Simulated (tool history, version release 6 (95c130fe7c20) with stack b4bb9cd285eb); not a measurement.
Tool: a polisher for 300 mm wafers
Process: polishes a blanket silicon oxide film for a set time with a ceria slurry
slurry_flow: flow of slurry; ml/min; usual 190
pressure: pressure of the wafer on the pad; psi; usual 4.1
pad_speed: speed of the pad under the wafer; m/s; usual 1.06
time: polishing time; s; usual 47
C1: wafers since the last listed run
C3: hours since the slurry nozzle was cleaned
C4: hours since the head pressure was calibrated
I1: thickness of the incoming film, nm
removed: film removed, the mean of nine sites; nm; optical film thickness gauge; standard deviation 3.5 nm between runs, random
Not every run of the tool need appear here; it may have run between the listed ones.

run 1 hour=0.0 | slurry_flow=190 pressure=5.1 pad_speed=1.06 time=47 | C1=0 wafers_polished_on_this_pad=670 C3=497.5 C4=898.0 | I1=1308.8 | removed=302.7
run 2 hour=13.4 | slurry_flow=190 pressure=5.1 pad_speed=1.06 time=47 | C1=112 wafers_polished_on_this_pad=782 C3=510.9 C4=911.4 | I1=1311.3 | removed=293.2
run 3 hour=30.9 | slurry_flow=190 pressure=4.1 pad_speed=1.06 time=47 | C1=146 wafers_polished_on_this_pad=929 C3=528.4 C4=928.9 | I1=1314.4 | removed=253.4
run 4 hour=41.9 | slurry_flow=190 pressure=4.1 pad_speed=1.06 time=47 | C1=91 wafers_polished_on_this_pad=1021 C3=539.4 C4=939.9 | I1=1302.9 | removed=259.5
-- hour=47.0 worn pad replaced by a new one
run 5 hour=48.8 | slurry_flow=190 pressure=4.1 pad_speed=1.06 time=47 | C1=24 wafers_polished_on_this_pad=14 C3=546.3 C4=946.8 | I1=1306.1 | removed=255.5
run 6 hour=65.4 | slurry_flow=190 pressure=4.1 pad_speed=1.06 time=47 | C1=138 wafers_polished_on_this_pad=153 C3=562.9 C4=963.4 | I1=1310.8 | removed=259.7
run 7 hour=73.4 | slurry_flow=190 pressure=4.1 pad_speed=1.06 time=47 | C1=66 wafers_polished_on_this_pad=220 C3=570.9 C4=971.4 | I1=1300.6 | removed=261.8
run 8 hour=86.5 | slurry_flow=190 pressure=4.1 pad_speed=1.06 time=41 | C1=109 wafers_polished_on_this_pad=329 C3=584.0 C4=984.5 | I1=1325.8 | removed=229.9
run 9 hour=92.9 | slurry_flow=190 pressure=4.1 pad_speed=1.06 time=47 | C1=53 wafers_polished_on_this_pad=383 C3=590.4 C4=990.9 | I1=1314.3 | removed=254.8
run 10 hour=106.3 | slurry_flow=190 pressure=4.1 pad_speed=1.06 time=47 | C1=112 wafers_polished_on_this_pad=495 C3=603.8 C4=1004.3 | I1=1291.5 | removed=257.0
run 11 hour=123.6 | slurry_flow=190 pressure=4.1 pad_speed=1.06 time=47 | C1=144 wafers_polished_on_this_pad=640 C3=621.1 C4=1021.6 | I1=1281.6 | removed=260.2
run 12 hour=139.7 | slurry_flow=190 pressure=4.1 pad_speed=1.06 time=47 | C1=134 wafers_polished_on_this_pad=774 C3=637.2 C4=1037.7 | I1=1319.3 | removed=259.6
run 13 hour=150.8 | slurry_flow=235 pressure=4.1 pad_speed=1.06 time=42 | C1=92 wafers_polished_on_this_pad=867 C3=648.3 C4=1048.8 | I1=1290.9 | removed=244.6
-- hour=161.7 worn pad replaced by a new one
run 14 hour=162.2 | slurry_flow=235 pressure=4.1 pad_speed=1.06 time=42 | C1=61 wafers_polished_on_this_pad=3 C3=659.7 C4=1060.2 | I1=1293.3 | removed=238.2
run 15 hour=176.5 | slurry_flow=190 pressure=4.1 pad_speed=1.06 time=47 | C1=119 wafers_polished_on_this_pad=123 C3=674.0 C4=1074.5 | I1=1295.2 | removed=253.3
run 16 hour=190.4 | slurry_flow=190 pressure=4.1 pad_speed=1.06 time=47 | C1=116 wafers_polished_on_this_pad=239 C3=687.9 C4=1088.4 | I1=1322.9 | removed=259.1
run 17 hour=201.5 | slurry_flow=170 pressure=5.0 pad_speed=0.70 time=35 | C1=92 wafers_polished_on_this_pad=332 C3=699.0 C4=1099.5 | I1=1327.4 | removed=153.2
-- hour=209.5 head pressure recalibrated
run 18 hour=219.0 | slurry_flow=190 pressure=4.1 pad_speed=1.06 time=32 | C1=129 wafers_polished_on_this_pad=462 C3=716.5 C4=9.5 | I1=1317.6 | removed=176.2
run 19 hour=226.2 | slurry_flow=130 pressure=3.0 pad_speed=1.06 time=47 | C1=60 wafers_polished_on_this_pad=522 C3=723.7 C4=16.7 | I1=1315.3 | removed=204.2
run 20 hour=244.2 | slurry_flow=230 pressure=4.1 pad_speed=1.30 time=32 | C1=150 wafers_polished_on_this_pad=672 C3=741.7 C4=34.7 | I1=1323.6 | removed=212.2
run 21 hour=251.9 | slurry_flow=190 pressure=4.1 pad_speed=1.06 time=47 | C1=64 wafers_polished_on_this_pad=737 C3=749.4 C4=42.4 | I1=1309.3 | removed=265.5
run 22 hour=268.9 | slurry_flow=190 pressure=4.1 pad_speed=1.06 time=47 | C1=142 wafers_polished_on_this_pad=879 C3=766.4 C4=59.4 | I1=1318.2 | removed=255.1
-- hour=287.7 worn pad replaced by a new one
run 23 hour=288.2 | slurry_flow=210 pressure=4.1 pad_speed=1.36 time=47 | C1=127 wafers_polished_on_this_pad=4 C3=785.7 C4=78.7 | I1=1310.9 | removed=325.2
run 24 hour=293.8 | slurry_flow=190 pressure=3.6 pad_speed=1.06 time=47 | C1=46 wafers_polished_on_this_pad=51 C3=791.3 C4=84.3 | I1=1327.9 | removed=245.7
-- hour=307.9 slurry nozzle cleaned
run 25 hour=310.2 | slurry_flow=190 pressure=4.1 pad_speed=1.06 time=57 | C1=128 wafers_polished_on_this_pad=179 C3=2.3 C4=100.7 | I1=1299.0 | removed=314.2
run 26 hour=327.0 | slurry_flow=190 pressure=4.1 pad_speed=1.06 time=39 | C1=140 wafers_polished_on_this_pad=320 C3=19.1 C4=117.5 | I1=1296.7 | removed=209.1
run 27 hour=341.8 | slurry_flow=190 pressure=4.1 pad_speed=1.06 time=47 | C1=123 wafers_polished_on_this_pad=444 C3=33.9 C4=132.3 | I1=1317.9 | removed=265.1
run 28 hour=375.7 | slurry_flow=210 pressure=4.6 pad_speed=0.84 time=41 | C1=283 wafers_polished_on_this_pad=727 C3=67.8 C4=166.2 | I1=1324.2 | removed=204.1
run 29 hour=385.8 | slurry_flow=190 pressure=4.1 pad_speed=1.06 time=47 | C1=84 wafers_polished_on_this_pad=811 C3=77.9 C4=176.3 | I1=1302.6 | removed=263.0
run 30 hour=393.2 | slurry_flow=250 pressure=4.1 pad_speed=1.38 time=47 | C1=61 wafers_polished_on_this_pad=873 C3=85.3 C4=183.7 | I1=1324.3 | removed=334.6
run 31 hour=404.2 | slurry_flow=150 pressure=5.0 pad_speed=1.22 time=59 | C1=91 wafers_polished_on_this_pad=965 C3=96.3 C4=194.7 | I1=1314.9 | removed=404.2
-- hour=420.0 worn pad replaced by a new one
run 32 hour=420.5 | slurry_flow=145 pressure=4.1 pad_speed=1.22 time=47 | C1=102 wafers_polished_on_this_pad=4 C3=112.6 C4=211.0 | I1=1301.1 | removed=276.3

Run-by-run hidden state of the tool:
removal rate lost through wear of the pad, %: 0 in every run
slurry flow missing at the pad, %: 0 in every run
deviation of the head's pressure from its setpoint, %: 0 in every run
